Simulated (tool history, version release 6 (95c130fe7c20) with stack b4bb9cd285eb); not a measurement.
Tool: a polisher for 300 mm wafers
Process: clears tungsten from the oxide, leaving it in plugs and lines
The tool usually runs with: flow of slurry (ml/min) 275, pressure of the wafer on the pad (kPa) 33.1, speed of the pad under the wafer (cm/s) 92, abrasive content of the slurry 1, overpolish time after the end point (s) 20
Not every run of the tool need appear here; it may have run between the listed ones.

run,hour,flow of slurry (ml/min),pressure of the wafer on the pad (kPa),speed of the pad under the wafer (cm/s),abrasive content of the slurry,overpolish time after the end point (s),wafers since the last listed run,wafers polished on this pad,hours since the slurry nozzle was cleaned,hours since the head pressure was calibrated,hours since the slurry blender was calibrated,hours since the slurry got fresh peroxide,"incoming thickness of the incoming film, nm",time until the end point was called (s)
1,0,275,35.9,92,1,23,0,190,287.9,1462.6,8.4,66.3,280.9,56
# hour 35.7: slurry nozzle cleaned
# hour 41.8: head pressure recalibrated
2,45,275,33.1,92,1,20,302,492,9.3,3.2,53.4,111.3,279.9,61.8
# hour 49.1: slurry tank refilled with fresh slurry and peroxide
3,62.5,275,33.1,92,1,20,118,610,26.8,20.7,70.9,13.4,280.9,58.3
4,101.8,275,33.1,92,1,20,282,893,66.1,60,110.2,52.7,276,58.8
# hour 111.6: worn pad replaced by a new one
5,119.2,275,33.1,92,0.85,20,96,54,83.5,77.4,127.6,70.1,278.8,63.5
6,136.1,230,33.1,92,1,24,121,176,100.4,94.3,144.5,87,281.5,63.7
7,150.7,275,33.1,70,1,20,105,281,115,108.9,159.1,101.6,280.6,81
8,165.7,320,33.1,92,1,20,107,389,130,123.9,174.1,116.6,278.5,60.6
# hour 177.1: slurry blender recalibrated
# hour 179.9: slurry tank refilled with fresh slurry and peroxide
9,180.4,275,22.8,92,1,20,84,473,144.7,138.6,3.3,0.5,277.2,78
10,190.8,355,33.1,116,1.15,8,74,548,155.1,149,13.7,10.9,275.8,42.1
11,203.9,275,33.1,92,1,20,94,642,168.2,162.1,26.8,24,277,57.3
12,219.6,275,33.1,92,1,20,112,755,183.9,177.8,42.5,39.7,279.3,58.3
13,229.6,275,33.1,82,1,9,71,827,193.9,187.8,52.5,49.7,279.1,67
# hour 240.9: worn pad replaced by a new one
14,244.5,315,33.1,92,1,20,78,25,208.8,202.7,67.4,64.6,283,59.7
15,275.2,275,33.1,92,1,20,220,246,239.5,233.4,98.1,95.3,276.4,60.7
# hour 278.1: slurry nozzle cleaned
16,288.8,275,33.1,92,1,20,90,337,10.7,247,111.7,108.9,275.6,60.3
17,296.9,275,33.1,92,1,20,58,395,18.8,255.1,119.8,117,285.4,62.7
18,303.8,230,33.1,92,1,24,49,445,25.7,262,126.7,123.9,277.1,60.8
# hour 314.3: slurry tank refilled with fresh slurry and peroxide
19,314.8,365,33.1,92,1,24,71,517,36.7,273,137.7,0.5,284.4,56.3
20,330.7,275,38.6,66,0.75,15,114,631,52.6,288.9,153.6,16.4,279.6,77.5
21,347.2,275,33.1,92,1,20,118,750,69.1,305.4,170.1,32.9,280.8,59.5
22,364.7,355,33.1,92,1,25,125,876,86.6,322.9,187.6,50.4,279.9,59.3
23,372.9,275,33.1,92,1,20,58,935,94.8,331.1,195.8,58.6,280.2,60.7
# hour 383: worn pad replaced by a new one
24,387.3,275,42.1,92,1,20,74,30,109.2,345.5,210.2,73,280.3,49.1
# hour 401.7: slurry blender recalibrated
25,403.2,180,22.1,92,1,20,99,130,125.1,361.4,1.5,88.9,284.2,96.5
26,415.7,345,33.1,100,1,20,89,220,137.6,373.9,14,101.4,278.6,54.3
# hour 440.7: slurry tank refilled with fresh slurry and peroxide
27,459.1,355,33.1,102,0.75,24,305,525,181,417.3,57.4,18.4,284.8,57.5

Below are 3 alternative next runs, each starting from the tool's condition after run 27. Predict each:
A,459.5,275,33.1,92,0.7,20,2,528,181.4,417.7,57.8,18.8,284.2,?
B,459.5,275,33.1,92,0.75,20,2,528,181.4,417.7,57.8,18.8,284.2,?
C,459.5,275,29.6,92,1.1,20,2,528,181.4,417.7,57.8,18.8,284.2,?

run,time until the end point was called (s)
A,67.4
B,65.7
C,63.9
What these runs would have given with no unlogged condition in the tool:
run,time until the end point was called (s)
A,65.1
B,63.4
C,61.7
